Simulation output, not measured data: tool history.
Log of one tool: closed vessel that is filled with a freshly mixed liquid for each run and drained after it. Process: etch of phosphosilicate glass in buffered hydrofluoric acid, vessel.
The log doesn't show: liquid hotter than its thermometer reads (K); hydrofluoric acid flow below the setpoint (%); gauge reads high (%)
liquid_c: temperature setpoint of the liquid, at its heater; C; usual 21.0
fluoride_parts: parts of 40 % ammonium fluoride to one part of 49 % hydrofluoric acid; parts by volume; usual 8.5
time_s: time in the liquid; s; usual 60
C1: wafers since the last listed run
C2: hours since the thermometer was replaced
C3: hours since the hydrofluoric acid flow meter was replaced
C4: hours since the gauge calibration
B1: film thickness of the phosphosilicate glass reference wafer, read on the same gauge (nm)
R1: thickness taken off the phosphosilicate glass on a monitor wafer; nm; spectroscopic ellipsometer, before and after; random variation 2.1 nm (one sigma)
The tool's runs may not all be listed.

{"run": 1, "hour": 0.0, "liquid_c": 21.0, "fluoride_parts": 8.5, "time_s": 60, "C1": 0, "C2": 2219.9, "C3": 1918.5, "C4": 121.9, "B1": 29.68, "R1": 499.54}
{"run": 2, "hour": 15.1, "liquid_c": 17.0, "fluoride_parts": 8.5, "time_s": 60, "C1": 1840, "C2": 2235.0, "C3": 1933.6, "C4": 137.0, "B1": 29.67, "R1": 396.15}
{"run": 3, "hour": 40.4, "liquid_c": 17.0, "fluoride_parts": 8.5, "time_s": 60, "C1": 3084, "C2": 2260.3, "C3": 1958.9, "C4": 162.3, "B1": 29.63, "R1": 398.15}
{"run": 4, "hour": 55.5, "liquid_c": 17.5, "fluoride_parts": 8.5, "time_s": 85, "C1": 1840, "C2": 2275.4, "C3": 1974.0, "C4": 177.4, "B1": 29.61, "R1": 578.71}
{"run": 5, "hour": 75.2, "liquid_c": 17.5, "fluoride_parts": 8.5, "time_s": 85, "C1": 2401, "C2": 2295.1, "C3": 1993.7, "C4": 197.1, "B1": 29.62, "R1": 578.2}
{"run": 6, "hour": 97.2, "liquid_c": 21.0, "fluoride_parts": 11.0, "time_s": 60, "C1": 2681, "C2": 2317.1, "C3": 2015.7, "C4": 219.1, "B1": 29.55, "R1": 397.98}
{"run": 7, "hour": 127.7, "liquid_c": 21.0, "fluoride_parts": 11.0, "time_s": 60, "C1": 3717, "C2": 2347.6, "C3": 2046.2, "C4": 249.6, "B1": 29.56, "R1": 395.66}
{"run": 8, "hour": 150.5, "liquid_c": 21.0, "fluoride_parts": 8.5, "time_s": 60, "C1": 2779, "C2": 2370.4, "C3": 2069.0, "C4": 272.4, "B1": 29.57, "R1": 495.88}
{"run": 9, "hour": 164.2, "liquid_c": 21.0, "fluoride_parts": 8.5, "time_s": 60, "C1": 1670, "C2": 2384.1, "C3": 2082.7, "C4": 286.1, "B1": 29.56, "R1": 496.49}
{"run": 10, "hour": 196.2, "liquid_c": 21.0, "fluoride_parts": 8.5, "time_s": 60, "C1": 3900, "C2": 2416.1, "C3": 2114.7, "C4": 318.1, "B1": 29.53, "R1": 495.95}
{"run": 11, "hour": 227.5, "liquid_c": 21.0, "fluoride_parts": 11.0, "time_s": 50, "C1": 3815, "C2": 2447.4, "C3": 2146.0, "C4": 349.4, "B1": 29.5, "R1": 329.8}
{"run": 12, "hour": 259.8, "liquid_c": 21.0, "fluoride_parts": 8.5, "time_s": 60, "C1": 3937, "C2": 2479.7, "C3": 2178.3, "C4": 381.7, "B1": 29.55, "R1": 495.08}
{"hour": 285.1, "done": "gauge calibrated"}
{"run": 13, "hour": 294.1, "liquid_c": 19.0, "fluoride_parts": 8.5, "time_s": 60, "C1": 4181, "C2": 2514.0, "C3": 2212.6, "C4": 9.0, "B1": 29.91, "R1": 449.28}
{"run": 14, "hour": 321.4, "liquid_c": 25.5, "fluoride_parts": 12.0, "time_s": 45, "C1": 3327, "C2": 2541.3, "C3": 2239.9, "C4": 36.3, "B1": 29.82, "R1": 354.26}
{"run": 15, "hour": 335.8, "liquid_c": 21.0, "fluoride_parts": 8.5, "time_s": 60, "C1": 1755, "C2": 2555.7, "C3": 2254.3, "C4": 50.7, "B1": 29.79, "R1": 495.12}
{"run": 16, "hour": 361.1, "liquid_c": 24.5, "fluoride_parts": 7.0, "time_s": 70, "C1": 3084, "C2": 2581.0, "C3": 2279.6, "C4": 76.0, "B1": 29.72, "R1": 870.62}
{"run": 17, "hour": 388.7, "liquid_c": 17.0, "fluoride_parts": 8.5, "time_s": 30, "C1": 3364, "C2": 2608.6, "C3": 2307.2, "C4": 103.6, "B1": 29.67, "R1": 198.4}
{"hour": 407.5, "done": "thermometer replaced"}
{"run": 18, "hour": 413.5, "liquid_c": 21.0, "fluoride_parts": 6.5, "time_s": 85, "C1": 2901, "C2": 6.0, "C3": 2332.0, "C4": 128.4, "B1": 29.67, "R1": 927.84}
{"hour": 435.3, "done": "hydrofluoric acid flow meter replaced"}
{"run": 19, "hour": 448.0, "liquid_c": 22.5, "fluoride_parts": 7.5, "time_s": 95, "C1": 4083, "C2": 40.5, "C3": 12.7, "C4": 162.9, "B1": 29.61, "R1": 977.61}
{"run": 20, "hour": 476.4, "liquid_c": 21.0, "fluoride_parts": 8.5, "time_s": 60, "C1": 3461, "C2": 68.9, "C3": 41.1, "C4": 191.3, "B1": 29.56, "R1": 497.22}
{"run": 21, "hour": 499.6, "liquid_c": 21.0, "fluoride_parts": 8.5, "time_s": 60, "C1": 2828, "C2": 92.1, "C3": 64.3, "C4": 214.5, "B1": 29.55, "R1": 492.49}
{"run": 22, "hour": 516.5, "liquid_c": 25.0, "fluoride_parts": 8.5, "time_s": 60, "C1": 2060, "C2": 109.0, "C3": 81.2, "C4": 231.4, "B1": 29.56, "R1": 614.01}
{"run": 23, "hour": 549.7, "liquid_c": 19.0, "fluoride_parts": 8.5, "time_s": 60, "C1": 4047, "C2": 142.2, "C3": 114.4, "C4": 264.6, "B1": 29.5, "R1": 442.43}
{"run": 24, "hour": 576.8, "liquid_c": 21.0, "fluoride_parts": 6.5, "time_s": 60, "C1": 3303, "C2": 169.3, "C3": 141.5, "C4": 291.7, "B1": 29.53, "R1": 651.33}
{"run": 25, "hour": 589.8, "liquid_c": 21.0, "fluoride_parts": 8.5, "time_s": 60, "C1": 1584, "C2": 182.3, "C3": 154.5, "C4": 304.7, "B1": 29.51, "R1": 497.05}

4 ways to go on from here, each from the tool as it stands after run 25. What would each give?
{"run": "A", "hour": 590.5, "liquid_c": 21.0, "fluoride_parts": 8.5, "time_s": 50, "C1": 85, "C2": 183.0, "C3": 155.2, "C4": 305.4, "B1": "?", "R1": "?"}
{"run": "B", "hour": 590.5, "liquid_c": 21.0, "fluoride_parts": 7.5, "time_s": 60, "C1": 85, "C2": 183.0, "C3": 155.2, "C4": 305.4, "B1": "?", "R1": "?"}
{"run": "C", "hour": 590.5, "liquid_c": 23.5, "fluoride_parts": 5.5, "time_s": 60, "C1": 85, "C2": 183.0, "C3": 155.2, "C4": 305.4, "B1": "?", "R1": "?"}
{"run": "D", "hour": 590.5, "liquid_c": 21.0, "fluoride_parts": 10.5, "time_s": 60, "C1": 85, "C2": 183.0, "C3": 155.2, "C4": 305.4, "B1": "?", "R1": "?"}

run=A B1=29.55 R1=412.36
run=B B1=29.55 R1=566.67
run=C B1=29.55 R1=862.01
run=D B1=29.55 R1=415.01
Without the tool's hidden state the same runs would have given:
run=A R1=418.97
run=B R1=575.76
run=C R1=875.84
run=D R1=421.67
